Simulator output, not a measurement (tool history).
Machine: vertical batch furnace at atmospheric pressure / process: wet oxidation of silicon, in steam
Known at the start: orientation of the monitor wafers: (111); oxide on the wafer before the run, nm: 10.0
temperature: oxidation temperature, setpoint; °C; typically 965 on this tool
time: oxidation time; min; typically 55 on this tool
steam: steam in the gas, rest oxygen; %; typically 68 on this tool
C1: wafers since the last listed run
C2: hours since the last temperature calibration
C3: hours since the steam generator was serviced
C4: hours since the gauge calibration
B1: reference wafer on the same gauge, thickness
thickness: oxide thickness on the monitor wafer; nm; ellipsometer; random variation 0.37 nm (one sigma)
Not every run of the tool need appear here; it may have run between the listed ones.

{"run": 1, "hour": 0.0, "temperature": 965, "time": 55, "steam": 68, "C1": 0, "C2": 3542.1, "C3": 3320.9, "C4": 45.2, "B1": 202.04, "thickness": 232.84}
{"run": 2, "hour": 35.1, "temperature": 965, "time": 55, "steam": 76, "C1": 615, "C2": 3577.2, "C3": 3356, "C4": 80.3, "B1": 202.18, "thickness": 251.67}
{"run": 3, "hour": 106.2, "temperature": 965, "time": 55, "steam": 76, "C1": 1247, "C2": 3648.3, "C3": 3427.1, "C4": 151.4, "B1": 202.01, "thickness": 251.08}
{"run": 4, "hour": 126.0, "temperature": 965, "time": 55, "steam": 76, "C1": 347, "C2": 3668.1, "C3": 3446.9, "C4": 171.2, "B1": 202.06, "thickness": 250.2}
{"run": 5, "hour": 140.0, "temperature": 965, "time": 55, "steam": 68, "C1": 245, "C2": 3682.1, "C3": 3460.9, "C4": 185.2, "B1": 201.94, "thickness": 232.01}
{"run": 6, "hour": 153.5, "temperature": 965, "time": 73.5, "steam": 74, "C1": 236, "C2": 3695.6, "C3": 3474.4, "C4": 198.7, "B1": 201.94, "thickness": 299.12}
{"hour": 215.9, "done": "steam generator serviced"}
{"hour": 224.0, "done": "thermocouples replaced and temperature profile calibrated"}
{"run": 7, "hour": 224.5, "temperature": 965, "time": 68.5, "steam": 68, "C1": 681, "C2": 0.5, "C3": 8.6, "C4": 269.7, "B1": 201.99, "thickness": 286.63}

Expected results for the next run?
{"run": 8, "hour": 228.6, "temperature": 980, "time": 32, "steam": 57, "C1": 71, "C2": 4.6, "C3": 12.7, "C4": 273.8, "B1": "?", "thickness": "?"}

For run 8 the tool returned B1 202.02, thickness 169 nm.
Take away the tool's hidden state, keep the run-to-run variation as it was, and the same run would have given thickness 169.05 nm.

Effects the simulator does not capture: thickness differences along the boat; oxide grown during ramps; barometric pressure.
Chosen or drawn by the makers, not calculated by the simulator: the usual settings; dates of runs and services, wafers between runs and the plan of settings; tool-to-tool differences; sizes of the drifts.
